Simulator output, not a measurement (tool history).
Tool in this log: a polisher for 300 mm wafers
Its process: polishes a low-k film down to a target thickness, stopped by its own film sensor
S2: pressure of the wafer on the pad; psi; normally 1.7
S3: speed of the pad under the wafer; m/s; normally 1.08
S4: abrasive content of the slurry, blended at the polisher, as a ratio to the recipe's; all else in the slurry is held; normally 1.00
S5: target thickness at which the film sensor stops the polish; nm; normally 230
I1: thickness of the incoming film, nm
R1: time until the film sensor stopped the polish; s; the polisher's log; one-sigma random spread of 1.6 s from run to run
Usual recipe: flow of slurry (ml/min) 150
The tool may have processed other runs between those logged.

Run 1, hour 0.0: usual settings; I1 285.5. Result: R1 137.7 s.
At hour 14.0: worn pad replaced by a new one.
At hour 23.5: slurry nozzle cleaned.
Run 2, hour 65.1: usual settings; I1 291.9. Result: R1 159.8 s.
Run 3, hour 98.2: usual settings; I1 288.5. Result: R1 151.0 s.
At hour 128.4: conditioning disc replaced and pad reconditioned.
Run 4, hour 149.0: usual settings but flow of slurry (ml/min) 165, S4 1.15; I1 287.1. Result: R1 137.1 s.
At hour 181.0: slurry blender recalibrated.
At hour 245.7: worn pad replaced by a new one.
Run 5, hour 247.9: usual settings but flow of slurry (ml/min) 165, S4 1.15; I1 293.7. Result: R1 153.5 s.
Run 6, hour 310.8: usual settings; I1 293.0. Result: R1 161.2 s.
At hour 333.7: conditioning disc replaced and pad reconditioned.
Run 7, hour 341.4: usual settings but S2 1.8 psi; I1 285.4. Result: R1 136.3 s.
At hour 402.5: slurry blender recalibrated.
Run 8, hour 408.7: usual settings; I1 292.8. Result: R1 155.2 s.
At hour 436.8: worn pad replaced by a new one.
At hour 454.8: head pressure recalibrated.
Run 9, hour 456.7: usual settings; I1 294.6. Result: R1 162.5 s.
Run 10, hour 516.5: usual settings; I1 290.4. Result: R1 154.1 s.
At hour 539.1: conditioning disc replaced and pad reconditioned.
Run 11, hour 583.6: usual settings but flow of slurry (ml/min) 195, S2 1.9 psi, S4 0.85, S5 239 nm; I1 293.3. Result: R1 136.1 s.
At hour 615.2: worn pad replaced by a new one.
At hour 617.7: slurry blender recalibrated.
Run 12, hour 618.8: usual settings but S3 0.78 m/s; I1 290.5. Result: R1 179.8 s.
At hour 636.5: slurry nozzle cleaned.
Run 13, hour 659.0: usual settings; I1 290.3. Result: R1 150.7 s.
Run 14, hour 707.3: usual settings but S4 1.20, S5 218 nm; I1 285.2. Result: R1 163.2 s.
Run 15, hour 748.4: usual settings but S3 1.26 m/s; I1 290.4. Result: R1 139.2 s.
At hour 765.1: conditioning disc replaced and pad reconditioned.
At hour 815.0: worn pad replaced by a new one.
Run 16, hour 818.1: usual settings but S3 1.34 m/s, S4 1.15; I1 293.6. Result: R1 135.6 s.
At hour 884.3: slurry blender recalibrated.
Run 17, hour 884.8: usual settings but S2 1.3 psi, S3 0.86 m/s; I1 286.4. Result: R1 188.4 s.
Run 18, hour 909.4: usual settings but S4 1.15; I1 293.9. Result: R1 151.1 s.
At hour 940.1: conditioning disc replaced and pad reconditioned.
Run 19, hour 980.8: usual settings; I1 286.6. Result: R1 142.8 s.
At hour 1016.8: worn pad replaced by a new one.
Run 20, hour 1021.0: usual settings but flow of slurry (ml/min) 115, S3 1.22 m/s, S4 0.75; I1 286.2. Result: R1 148.2 s.

Each row is a separate what-if for the run after 20, all from the same tool condition, not one after another. Results?
Run A, hour 1021.5: usual settings but S3 1.30 m/s; I1 287.8. Result: R1 ?.
Run B, hour 1021.5: usual settings but S2 2.0 psi, S3 1.44 m/s, S5 212 nm; I1 287.8. Result: R1 ?.
Run C, hour 1021.5: usual settings but S2 2.0 psi, S5 223 nm; I1 287.8. Result: R1 ?.

run     R1
  A  131.5
  B  145.4
  C  150.9
With no hidden state in the tool, these same runs would have given:
run     R1
  A  124.6
  B  137.8
  C  143.0

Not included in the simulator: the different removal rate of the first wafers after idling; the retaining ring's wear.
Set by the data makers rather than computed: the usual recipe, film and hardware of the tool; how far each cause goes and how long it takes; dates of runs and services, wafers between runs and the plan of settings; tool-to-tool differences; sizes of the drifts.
